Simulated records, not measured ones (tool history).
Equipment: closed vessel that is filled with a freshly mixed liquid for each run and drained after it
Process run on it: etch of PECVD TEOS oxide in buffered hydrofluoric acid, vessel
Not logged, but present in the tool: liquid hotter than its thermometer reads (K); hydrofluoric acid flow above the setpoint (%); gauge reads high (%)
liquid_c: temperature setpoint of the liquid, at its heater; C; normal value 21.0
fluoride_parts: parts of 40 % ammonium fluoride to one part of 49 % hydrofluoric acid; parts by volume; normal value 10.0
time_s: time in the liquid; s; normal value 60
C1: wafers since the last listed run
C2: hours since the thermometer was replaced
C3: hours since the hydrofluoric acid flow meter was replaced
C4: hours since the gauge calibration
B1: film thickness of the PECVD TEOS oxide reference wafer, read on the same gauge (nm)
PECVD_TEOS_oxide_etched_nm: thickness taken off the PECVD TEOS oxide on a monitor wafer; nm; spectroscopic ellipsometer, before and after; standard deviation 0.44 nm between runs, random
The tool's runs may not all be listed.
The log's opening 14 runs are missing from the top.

Run 15, hour 978.3: usual settings but liquid_c 22.5 C, fluoride_parts 11.5 parts by volume, time_s 95 s; C1 5361; C2 586.4; C3 815.6; C4 1744.9; B1 30.00. Result: PECVD_TEOS_oxide_etched_nm 150.14 nm.
Run 16, hour 1066.4: usual settings but liquid_c 23.5 C; C1 6524; C2 674.5; C3 903.7; C4 1833.0; B1 30.00. Result: PECVD_TEOS_oxide_etched_nm 115.75 nm.
At hour 1085.7: gauge calibrated.
Run 17, hour 1157.8: usual settings; C1 6768; C2 765.9; C3 995.1; C4 72.1; B1 29.99. Result: PECVD_TEOS_oxide_etched_nm 100.21 nm.
Run 18, hour 1230.0: usual settings but fluoride_parts 12.5 parts by volume; C1 5346; C2 838.1; C3 1067.3; C4 144.3; B1 30.03. Result: PECVD_TEOS_oxide_etched_nm 81.23 nm.
Run 19, hour 1322.8: usual settings but liquid_c 18.5 C, fluoride_parts 8.5 parts by volume, time_s 40 s; C1 6872; C2 930.9; C3 1160.1; C4 237.1; B1 30.01. Result: PECVD_TEOS_oxide_etched_nm 66.67 nm.
Run 20, hour 1366.2: usual settings but liquid_c 24.0 C, fluoride_parts 8.0 parts by volume; C1 3214; C2 974.3; C3 1203.5; C4 280.5; B1 30.01. Result: PECVD_TEOS_oxide_etched_nm 144.88 nm.
Run 21, hour 1417.9: usual settings; C1 3828; C2 1026.0; C3 1255.2; C4 332.2; B1 29.99. Result: PECVD_TEOS_oxide_etched_nm 102.57 nm.
At hour 1453.0: thermometer replaced.
Run 22, hour 1468.2: usual settings; C1 3651; C2 15.2; C3 1305.5; C4 382.5; B1 30.04. Result: PECVD_TEOS_oxide_etched_nm 98.10 nm.
Run 23, hour 1570.2: usual settings; C1 7553; C2 117.2; C3 1407.5; C4 484.5; B1 29.99. Result: PECVD_TEOS_oxide_etched_nm 98.39 nm.
Run 24, hour 1648.7: usual settings but liquid_c 24.0 C, fluoride_parts 14.0 parts by volume, time_s 90 s; C1 5813; C2 195.7; C3 1486.0; C4 563.0; B1 29.99. Result: PECVD_TEOS_oxide_etched_nm 126.73 nm.
Run 25, hour 1700.6: usual settings but liquid_c 25.0 C, time_s 90 s; C1 3843; C2 247.6; C3 1537.9; C4 614.9; B1 30.01. Result: PECVD_TEOS_oxide_etched_nm 184.18 nm.
Run 26, hour 1786.7: usual settings but liquid_c 17.5 C, time_s 30 s; C1 6376; C2 333.7; C3 1624.0; C4 701.0; B1 29.98. Result: PECVD_TEOS_oxide_etched_nm 40.64 nm.
Run 27, hour 1889.1: usual settings; C1 7583; C2 436.1; C3 1726.4; C4 803.4; B1 29.99. Result: PECVD_TEOS_oxide_etched_nm 99.00 nm.
Run 28, hour 1988.3: usual settings; C1 7346; C2 535.3; C3 1825.6; C4 902.6; B1 30.02. Result: PECVD_TEOS_oxide_etched_nm 99.44 nm.
Run 29, hour 2081.7: usual settings; C1 6916; C2 628.7; C3 1919.0; C4 996.0; B1 29.98. Result: PECVD_TEOS_oxide_etched_nm 100.15 nm.
At hour 2148.9: hydrofluoric acid flow meter replaced.
Run 30, hour 2152.8: usual settings but fluoride_parts 13.5 parts by volume; C1 5191; C2 699.8; C3 3.9; C4 1067.1; B1 29.97. Result: PECVD_TEOS_oxide_etched_nm 74.90 nm.
Run 31, hour 2240.4: usual settings but liquid_c 26.0 C, time_s 40 s; C1 6487; C2 787.4; C3 91.5; C4 1154.7; B1 30.02. Result: PECVD_TEOS_oxide_etched_nm 88.57 nm.
At hour 2298.9: thermometer replaced.
Run 32, hour 2342.8: usual settings but fluoride_parts 13.5 parts by volume; C1 7509; C2 43.9; C3 193.9; C4 1257.1; B1 29.98. Result: PECVD_TEOS_oxide_etched_nm 72.60 nm.
Run 33, hour 2412.6: usual settings but liquid_c 22.5 C, fluoride_parts 6.5 parts by volume, time_s 90 s; C1 5169; C2 113.7; C3 263.7; C4 1326.9; B1 29.96. Result: PECVD_TEOS_oxide_etched_nm 240.54 nm.

Alternative continuations, all from the tool just after run 33; predict every row:
Run A, hour 2413.3: usual settings but fluoride_parts 8.0 parts by volume; C1 51; C2 114.4; C3 264.4; C4 1327.6; B1 ?. Result: PECVD_TEOS_oxide_etched_nm ?.
Run B, hour 2413.3: usual settings but liquid_c 17.5 C; C1 51; C2 114.4; C3 264.4; C4 1327.6; B1 ?. Result: PECVD_TEOS_oxide_etched_nm ?.
Run C, hour 2413.3: usual settings but liquid_c 24.5 C, fluoride_parts 12.0 parts by volume, time_s 50 s; C1 51; C2 114.4; C3 264.4; C4 1327.6; B1 ?. Result: PECVD_TEOS_oxide_etched_nm ?.
Run D, hour 2413.3: usual settings but liquid_c 24.0 C, fluoride_parts 7.5 parts by volume; C1 51; C2 114.4; C3 264.4; C4 1327.6; B1 ?. Result: PECVD_TEOS_oxide_etched_nm ?.

run     B1  PECVD_TEOS_oxide_etched_nm
  A  30.01                      118.72
  B  30.01                       80.31
  C  30.01                       82.67
  D  30.01                      150.13
Stripped of hidden state, with their random variation kept, the same runs would have yielded:
run  PECVD_TEOS_oxide_etched_nm
  A                      117.93
  B                       79.76
  C                       82.13
  D                      149.15
